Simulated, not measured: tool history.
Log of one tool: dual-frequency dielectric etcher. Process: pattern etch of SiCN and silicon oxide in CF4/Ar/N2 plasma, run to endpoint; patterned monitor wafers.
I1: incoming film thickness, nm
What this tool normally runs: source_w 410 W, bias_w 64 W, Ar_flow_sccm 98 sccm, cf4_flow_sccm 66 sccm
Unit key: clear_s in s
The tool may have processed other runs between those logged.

{"run": 1, "day": 0.0, "source_w": 410, "bias_w": 64, "Ar_flow_sccm": 98, "cf4_flow_sccm": 66, "I1": 10.31, "clear_s": 14.7}
{"run": 2, "day": 0.612, "source_w": 410, "bias_w": 64, "Ar_flow_sccm": 98, "cf4_flow_sccm": 66, "I1": 10.31, "clear_s": 14.6}
{"run": 3, "day": 1.404, "source_w": 410, "bias_w": 64, "Ar_flow_sccm": 98, "cf4_flow_sccm": 66, "I1": 10.3, "clear_s": 14.6}
{"run": 4, "day": 2.879, "source_w": 410, "bias_w": 64, "Ar_flow_sccm": 98, "cf4_flow_sccm": 66, "I1": 10.42, "clear_s": 14.7}
{"run": 5, "day": 5.396, "source_w": 410, "bias_w": 64, "Ar_flow_sccm": 98, "cf4_flow_sccm": 66, "I1": 10.47, "clear_s": 14.9}
{"day": 5.675, "done": "CF4 flow controller replaced"}
{"run": 6, "day": 6.446, "source_w": 410, "bias_w": 64, "Ar_flow_sccm": 98, "cf4_flow_sccm": 66, "I1": 10.41, "clear_s": 14.7}
{"run": 7, "day": 7.675, "source_w": 470, "bias_w": 64, "Ar_flow_sccm": 98, "cf4_flow_sccm": 66, "I1": 10.38, "clear_s": 13.5}
{"run": 8, "day": 8.446, "source_w": 320, "bias_w": 48, "Ar_flow_sccm": 75, "cf4_flow_sccm": 73, "I1": 10.41, "clear_s": 18.3}
{"day": 10.7, "done": "upper electrode replaced"}
{"day": 10.825, "done": "source power generator calibrated"}
{"run": 9, "day": 10.846, "source_w": 350, "bias_w": 50, "Ar_flow_sccm": 118, "cf4_flow_sccm": 71, "I1": 10.5, "clear_s": 18.4}
{"run": 10, "day": 10.858, "source_w": 410, "bias_w": 77, "Ar_flow_sccm": 77, "cf4_flow_sccm": 75, "I1": 10.34, "clear_s": 12.8}
{"run": 11, "day": 11.342, "source_w": 410, "bias_w": 64, "Ar_flow_sccm": 98, "cf4_flow_sccm": 66, "I1": 10.38, "clear_s": 14.6}
{"run": 12, "day": 11.896, "source_w": 500, "bias_w": 64, "Ar_flow_sccm": 98, "cf4_flow_sccm": 66, "I1": 10.46, "clear_s": 13}
{"run": 13, "day": 15.05, "source_w": 410, "bias_w": 64, "Ar_flow_sccm": 98, "cf4_flow_sccm": 66, "I1": 10.45, "clear_s": 14.6}
{"day": 16.183, "done": "Ar flow controller replaced"}
{"day": 16.342, "done": "wet clean of the chamber"}
{"run": 14, "day": 16.362, "source_w": 450, "bias_w": 52, "Ar_flow_sccm": 98, "cf4_flow_sccm": 66, "I1": 10.38, "clear_s": 15.3}
{"run": 15, "day": 17.392, "source_w": 410, "bias_w": 64, "Ar_flow_sccm": 105, "cf4_flow_sccm": 53, "I1": 10.34, "clear_s": 15.5}
{"run": 16, "day": 18.283, "source_w": 470, "bias_w": 51, "Ar_flow_sccm": 98, "cf4_flow_sccm": 66, "I1": 10.4, "clear_s": 15}
{"run": 17, "day": 18.883, "source_w": 410, "bias_w": 64, "Ar_flow_sccm": 98, "cf4_flow_sccm": 66, "I1": 10.38, "clear_s": 14.7}
{"run": 18, "day": 19.483, "source_w": 410, "bias_w": 64, "Ar_flow_sccm": 115, "cf4_flow_sccm": 66, "I1": 10.43, "clear_s": 15.1}
{"run": 19, "day": 20.521, "source_w": 490, "bias_w": 64, "Ar_flow_sccm": 119, "cf4_flow_sccm": 66, "I1": 10.3, "clear_s": 13.4}
{"run": 20, "day": 21.754, "source_w": 410, "bias_w": 64, "Ar_flow_sccm": 98, "cf4_flow_sccm": 76, "I1": 10.34, "clear_s": 14.2}
{"run": 21, "day": 22.346, "source_w": 410, "bias_w": 64, "Ar_flow_sccm": 98, "cf4_flow_sccm": 66, "I1": 10.33, "clear_s": 14.5}
{"run": 22, "day": 23.575, "source_w": 410, "bias_w": 64, "Ar_flow_sccm": 98, "cf4_flow_sccm": 66, "I1": 10.43, "clear_s": 14.7}
{"run": 23, "day": 24.308, "source_w": 380, "bias_w": 78, "Ar_flow_sccm": 121, "cf4_flow_sccm": 56, "I1": 10.43, "clear_s": 14.9}
{"run": 24, "day": 24.896, "source_w": 500, "bias_w": 64, "Ar_flow_sccm": 98, "cf4_flow_sccm": 75, "I1": 10.36, "clear_s": 12.7}

Consider 4 possible next runs. They are alternatives, not a sequence: every one starts from the tool as it was left by run 24. What does each give?
{"run": "A", "day": 24.912, "source_w": 410, "bias_w": 64, "Ar_flow_sccm": 98, "cf4_flow_sccm": 66, "I1": 10.4, "clear_s": "?"}
{"run": "B", "day": 24.912, "source_w": 410, "bias_w": 70, "Ar_flow_sccm": 98, "cf4_flow_sccm": 79, "I1": 10.4, "clear_s": "?"}
{"run": "C", "day": 24.912, "source_w": 410, "bias_w": 77, "Ar_flow_sccm": 98, "cf4_flow_sccm": 66, "I1": 10.4, "clear_s": "?"}
{"run": "D", "day": 24.912, "source_w": 330, "bias_w": 64, "Ar_flow_sccm": 109, "cf4_flow_sccm": 66, "I1": 10.4, "clear_s": "?"}

run=A clear_s=14.8
run=B clear_s=13.7
run=C clear_s=13.6
run=D clear_s=16.9
Take away the tool's hidden state, keep each run's random variation, and the runs would have read:
run=A clear_s=14.8
run=B clear_s=13.8
run=C clear_s=13.6
run=D clear_s=17
